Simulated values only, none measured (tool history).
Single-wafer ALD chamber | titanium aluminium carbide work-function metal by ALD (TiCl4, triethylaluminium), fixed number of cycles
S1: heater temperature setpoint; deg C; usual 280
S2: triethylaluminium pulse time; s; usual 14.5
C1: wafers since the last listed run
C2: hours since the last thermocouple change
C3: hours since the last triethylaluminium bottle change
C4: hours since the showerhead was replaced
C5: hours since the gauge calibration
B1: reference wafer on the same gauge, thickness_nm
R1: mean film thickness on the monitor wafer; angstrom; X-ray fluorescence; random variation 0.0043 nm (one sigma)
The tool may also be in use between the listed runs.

run 1 hour=0 | S1=280 S2=14.5 | C1=0 C2=1088.2 C3=1505.6 C4=4427.2 C5=23.4 | B1=1.84 | R1=17.55
run 2 hour=28.6 | S1=280 S2=14.5 | C1=228 C2=1116.8 C3=1534.2 C4=4455.8 C5=52 | B1=1.841 | R1=17.64
run 3 hour=56.7 | S1=271 S2=14.5 | C1=224 C2=1144.9 C3=1562.3 C4=4483.9 C5=80.1 | B1=1.839 | R1=16.86
run 4 hour=71.4 | S1=271 S2=14.5 | C1=117 C2=1159.6 C3=1577 C4=4498.6 C5=94.8 | B1=1.841 | R1=16.99
run 5 hour=85.1 | S1=280 S2=14.5 | C1=109 C2=1173.3 C3=1590.7 C4=4512.3 C5=108.5 | B1=1.841 | R1=17.6
run 6 hour=101.2 | S1=280 S2=18.51 | C1=128 C2=1189.4 C3=1606.8 C4=4528.4 C5=124.6 | B1=1.838 | R1=17.63
run 7 hour=130.9 | S1=280 S2=18.51 | C1=237 C2=1219.1 C3=1636.5 C4=4558.1 C5=154.3 | B1=1.84 | R1=17.62
-- hour=150 triethylaluminium bottle replaced
run 8 hour=158.3 | S1=269 S2=14.5 | C1=154 C2=1246.5 C3=8.3 C4=4585.5 C5=181.7 | B1=1.839 | R1=16.82
run 9 hour=183.9 | S1=280 S2=18.72 | C1=204 C2=1272.1 C3=33.9 C4=4611.1 C5=207.3 | B1=1.841 | R1=17.62
-- hour=212.9 gauge calibrated
-- hour=214.6 thermocouple changed; heater temperature recalibrated
run 10 hour=215.4 | S1=280 S2=16.12 | C1=187 C2=0.8 C3=65.4 C4=4642.6 C5=2.5 | B1=1.839 | R1=17.16
run 11 hour=237.6 | S1=285 S2=16.33 | C1=177 C2=23 C3=87.6 C4=4664.8 C5=24.7 | B1=1.839 | R1=17.51
run 12 hour=258.8 | S1=280 S2=9.69 | C1=169 C2=44.2 C3=108.8 C4=4686 C5=45.9 | B1=1.84 | R1=16.68
-- hour=286.3 showerhead replaced, of another model than before
run 13 hour=290.8 | S1=280 S2=16.76 | C1=191 C2=76.2 C3=140.8 C4=4.5 C5=77.9 | B1=1.839 | R1=17.19
run 14 hour=316.3 | S1=280 S2=19.06 | C1=203 C2=101.7 C3=166.3 C4=30 C5=103.4 | B1=1.842 | R1=17.18
run 15 hour=342.1 | S1=280 S2=18.51 | C1=206 C2=127.5 C3=192.1 C4=55.8 C5=129.2 | B1=1.839 | R1=17.3
run 16 hour=358.7 | S1=280 S2=14.5 | C1=132 C2=144.1 C3=208.7 C4=72.4 C5=145.8 | B1=1.839 | R1=17.3
run 17 hour=392.2 | S1=268 S2=18.44 | C1=267 C2=177.6 C3=242.2 C4=105.9 C5=179.3 | B1=1.839 | R1=16.58

Hidden state or all else? Some run-to-run changes of R1, split into what the settings, what came in and random variation would give without the hidden state, and what is left for the hidden state (with any gauge scatter that isn't in both results):
The hidden state here: wafer temperature above the value expected at the setpoint (K); triethylaluminium dose above that of a fresh bottle (%); gauge reads high (%).
Run 9 -> 10: S2 18.72 -> 16.12, gauge calibrated, thermocouple changed; heater temperature recalibrated. R1 -0.46 angstrom: hidden state -0.44, all else -0.02.
Run 11 -> 12: S1 285 -> 280, S2 16.33 -> 9.69. R1 -0.83 angstrom: hidden state +0.02, all else -0.85.

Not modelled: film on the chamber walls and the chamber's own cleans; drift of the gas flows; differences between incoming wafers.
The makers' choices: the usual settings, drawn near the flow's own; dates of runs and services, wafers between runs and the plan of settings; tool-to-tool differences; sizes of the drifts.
